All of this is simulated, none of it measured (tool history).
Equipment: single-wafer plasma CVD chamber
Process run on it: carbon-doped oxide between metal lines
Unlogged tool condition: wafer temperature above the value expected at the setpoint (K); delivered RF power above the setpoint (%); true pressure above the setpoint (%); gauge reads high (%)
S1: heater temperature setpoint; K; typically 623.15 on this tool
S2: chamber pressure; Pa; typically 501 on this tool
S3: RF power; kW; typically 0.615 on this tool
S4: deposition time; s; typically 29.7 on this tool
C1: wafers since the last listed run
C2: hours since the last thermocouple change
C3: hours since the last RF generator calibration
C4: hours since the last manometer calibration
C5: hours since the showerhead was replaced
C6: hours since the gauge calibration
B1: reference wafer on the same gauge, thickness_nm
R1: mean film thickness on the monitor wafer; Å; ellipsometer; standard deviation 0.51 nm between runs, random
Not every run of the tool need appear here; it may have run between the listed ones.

{"run": 1, "hour": 0.0, "S1": 623.15, "S2": 501, "S3": 0.615, "S4": 29.7, "C1": 0, "C2": 1243.9, "C3": 1244.5, "C4": 2230.0, "C5": 4771.4, "C6": 1275.5, "B1": 160.106, "R1": 1560.49}
{"run": 2, "hour": 54.2, "S1": 612.15, "S2": 537, "S3": 0.615, "S4": 29.7, "C1": 1584, "C2": 1298.1, "C3": 1298.7, "C4": 2284.2, "C5": 4825.6, "C6": 1329.7, "B1": 160.153, "R1": 1629.01}
{"run": 3, "hour": 91.8, "S1": 612.15, "S2": 537, "S3": 0.615, "S4": 29.7, "C1": 1099, "C2": 1335.7, "C3": 1336.3, "C4": 2321.8, "C5": 4863.2, "C6": 1367.3, "B1": 160.005, "R1": 1627.61}
{"run": 4, "hour": 141.2, "S1": 612.15, "S2": 537, "S3": 0.615, "S4": 29.7, "C1": 1443, "C2": 1385.1, "C3": 1385.7, "C4": 2371.2, "C5": 4912.6, "C6": 1416.7, "B1": 159.999, "R1": 1630.25}
{"run": 5, "hour": 242.5, "S1": 623.15, "S2": 501, "S3": 0.615, "S4": 29.7, "C1": 2961, "C2": 1486.4, "C3": 1487.0, "C4": 2472.5, "C5": 5013.9, "C6": 1518.0, "B1": 160.21, "R1": 1563.7}
{"run": 6, "hour": 311.8, "S1": 623.15, "S2": 501, "S3": 0.615, "S4": 29.7, "C1": 2025, "C2": 1555.7, "C3": 1556.3, "C4": 2541.8, "C5": 5083.2, "C6": 1587.3, "B1": 159.91, "R1": 1567.28}
{"run": 7, "hour": 352.0, "S1": 623.15, "S2": 501, "S3": 0.615, "S4": 29.7, "C1": 1175, "C2": 1595.9, "C3": 1596.5, "C4": 2582.0, "C5": 5123.4, "C6": 1627.5, "B1": 160.061, "R1": 1563.01}
{"hour": 365.3, "done": "showerhead replaced"}
{"run": 8, "hour": 399.4, "S1": 623.15, "S2": 501, "S3": 0.615, "S4": 29.7, "C1": 1151, "C2": 1643.3, "C3": 1643.9, "C4": 2629.4, "C5": 34.1, "C6": 1674.9, "B1": 160.153, "R1": 1563.35}
{"run": 9, "hour": 431.8, "S1": 623.15, "S2": 501, "S3": 0.685, "S4": 29.7, "C1": 947, "C2": 1675.7, "C3": 1676.3, "C4": 2661.8, "C5": 66.5, "C6": 1707.3, "B1": 160.028, "R1": 1630.96}
{"hour": 450.0, "done": "thermocouple changed; heater temperature recalibrated"}
{"run": 10, "hour": 456.8, "S1": 623.15, "S2": 501, "S3": 0.685, "S4": 29.7, "C1": 496, "C2": 6.8, "C3": 1701.3, "C4": 2686.8, "C5": 91.5, "C6": 1732.3, "B1": 160.175, "R1": 1620.84}
{"run": 11, "hour": 522.4, "S1": 623.15, "S2": 501, "S3": 0.685, "S4": 29.7, "C1": 1917, "C2": 72.4, "C3": 1766.9, "C4": 2752.4, "C5": 157.1, "C6": 1797.9, "B1": 159.907, "R1": 1624.44}
{"hour": 576.7, "done": "capacitance manometer re-zeroed and calibrated"}
{"run": 12, "hour": 587.4, "S1": 623.15, "S2": 501, "S3": 0.615, "S4": 29.7, "C1": 1666, "C2": 137.4, "C3": 1831.9, "C4": 10.7, "C5": 222.1, "C6": 1862.9, "B1": 159.984, "R1": 1551.82}
{"run": 13, "hour": 624.3, "S1": 617.15, "S2": 599, "S3": 0.615, "S4": 34.4, "C1": 1078, "C2": 174.3, "C3": 1868.8, "C4": 47.6, "C5": 259.0, "C6": 1899.8, "B1": 160.017, "R1": 1864.12}
{"hour": 649.8, "done": "gauge calibrated"}
{"run": 14, "hour": 657.8, "S1": 623.15, "S2": 501, "S3": 0.615, "S4": 29.7, "C1": 979, "C2": 207.8, "C3": 1902.3, "C4": 81.1, "C5": 292.5, "C6": 8.0, "B1": 160.0, "R1": 1547.08}
{"run": 15, "hour": 710.1, "S1": 623.15, "S2": 501, "S3": 0.615, "S4": 31.4, "C1": 1528, "C2": 260.1, "C3": 1954.6, "C4": 133.4, "C5": 344.8, "C6": 60.3, "B1": 159.94, "R1": 1637.3}
{"run": 16, "hour": 748.2, "S1": 633.15, "S2": 501, "S3": 0.615, "S4": 29.7, "C1": 1113, "C2": 298.2, "C3": 1992.7, "C4": 171.5, "C5": 382.9, "C6": 98.4, "B1": 160.147, "R1": 1516.55}
{"run": 17, "hour": 811.4, "S1": 623.15, "S2": 501, "S3": 0.685, "S4": 29.7, "C1": 1847, "C2": 361.4, "C3": 2055.9, "C4": 234.7, "C5": 446.1, "C6": 161.6, "B1": 159.834, "R1": 1607.17}
{"run": 18, "hour": 881.1, "S1": 623.15, "S2": 379, "S3": 0.615, "S4": 29.7, "C1": 2037, "C2": 431.1, "C3": 2125.6, "C4": 304.4, "C5": 515.8, "C6": 231.3, "B1": 160.136, "R1": 1500.45}
{"run": 19, "hour": 922.0, "S1": 623.15, "S2": 501, "S3": 0.73, "S4": 29.7, "C1": 1195, "C2": 472.0, "C3": 2166.5, "C4": 345.3, "C5": 556.7, "C6": 272.2, "B1": 159.912, "R1": 1663.18}
{"hour": 972.3, "done": "RF generator calibrated"}
{"run": 20, "hour": 972.8, "S1": 623.15, "S2": 501, "S3": 0.615, "S4": 29.7, "C1": 1251, "C2": 522.8, "C3": 0.5, "C4": 396.1, "C5": 607.5, "C6": 323.0, "B1": 160.116, "R1": 1586.82}
{"run": 21, "hour": 1014.9, "S1": 623.15, "S2": 501, "S3": 0.615, "S4": 29.7, "C1": 1230, "C2": 564.9, "C3": 42.6, "C4": 438.2, "C5": 649.6, "C6": 365.1, "B1": 159.914, "R1": 1589.24}
{"run": 22, "hour": 1086.3, "S1": 628.15, "S2": 376, "S3": 0.615, "S4": 29.7, "C1": 2087, "C2": 636.3, "C3": 114.0, "C4": 509.6, "C5": 721.0, "C6": 436.5, "B1": 159.964, "R1": 1524.68}
{"run": 23, "hour": 1124.5, "S1": 612.15, "S2": 537, "S3": 0.615, "S4": 29.7, "C1": 1116, "C2": 674.5, "C3": 152.2, "C4": 547.8, "C5": 759.2, "C6": 474.7, "B1": 159.861, "R1": 1653.92}
{"run": 24, "hour": 1175.7, "S1": 623.15, "S2": 501, "S3": 0.71, "S4": 29.7, "C1": 1496, "C2": 725.7, "C3": 203.4, "C4": 599.0, "C5": 810.4, "C6": 525.9, "B1": 160.176, "R1": 1675.96}
{"run": 25, "hour": 1223.4, "S1": 635.15, "S2": 616, "S3": 0.615, "S4": 32.2, "C1": 1394, "C2": 773.4, "C3": 251.1, "C4": 646.7, "C5": 858.1, "C6": 573.6, "B1": 159.813, "R1": 1714.9}
{"run": 26, "hour": 1273.9, "S1": 623.15, "S2": 501, "S3": 0.495, "S4": 29.7, "C1": 1476, "C2": 823.9, "C3": 301.6, "C4": 697.2, "C5": 908.6, "C6": 624.1, "B1": 160.102, "R1": 1469.06}
{"run": 27, "hour": 1326.0, "S1": 637.15, "S2": 431, "S3": 0.615, "S4": 27.7, "C1": 1522, "C2": 876.0, "C3": 353.7, "C4": 749.3, "C5": 960.7, "C6": 676.2, "B1": 159.988, "R1": 1407.08}
{"run": 28, "hour": 1366.0, "S1": 623.15, "S2": 443, "S3": 0.52, "S4": 29.7, "C1": 1169, "C2": 916.0, "C3": 393.7, "C4": 789.3, "C5": 1000.7, "C6": 716.2, "B1": 159.786, "R1": 1472.16}

Exercise: give the hidden state of the tool at every run:
wafer temperature above the value expected at the setpoint (K): 0 across all the runs
true pressure above the setpoint (%): 0 across all the runs
gauge reads high (%): 0 across all the runs
H1: delivered RF power above the setpoint (%)
run=1 H1=-2.92
run=2 H1=-3.15
run=3 H1=-3.31
run=4 H1=-3.52
run=5 H1=-3.99
run=6 H1=-4.33
run=7 H1=-4.54
run=8 H1=-4.78
run=9 H1=-4.96
run=10 H1=-5.09
run=11 H1=-5.46
run=12 H1=-5.84
run=13 H1=-6.06
run=14 H1=-6.26
run=15 H1=-6.59
run=16 H1=-6.83
run=17 H1=-7.24
run=18 H1=-7.71
run=19 H1=-7.99
run=20 H1=-0.837
run=21 H1=-0.84
run=22 H1=-0.858
run=23 H1=-0.874
run=24 H1=-0.904
run=25 H1=-0.939
run=26 H1=-0.984
run=27 H1=-1.04
run=28 H1=-1.09

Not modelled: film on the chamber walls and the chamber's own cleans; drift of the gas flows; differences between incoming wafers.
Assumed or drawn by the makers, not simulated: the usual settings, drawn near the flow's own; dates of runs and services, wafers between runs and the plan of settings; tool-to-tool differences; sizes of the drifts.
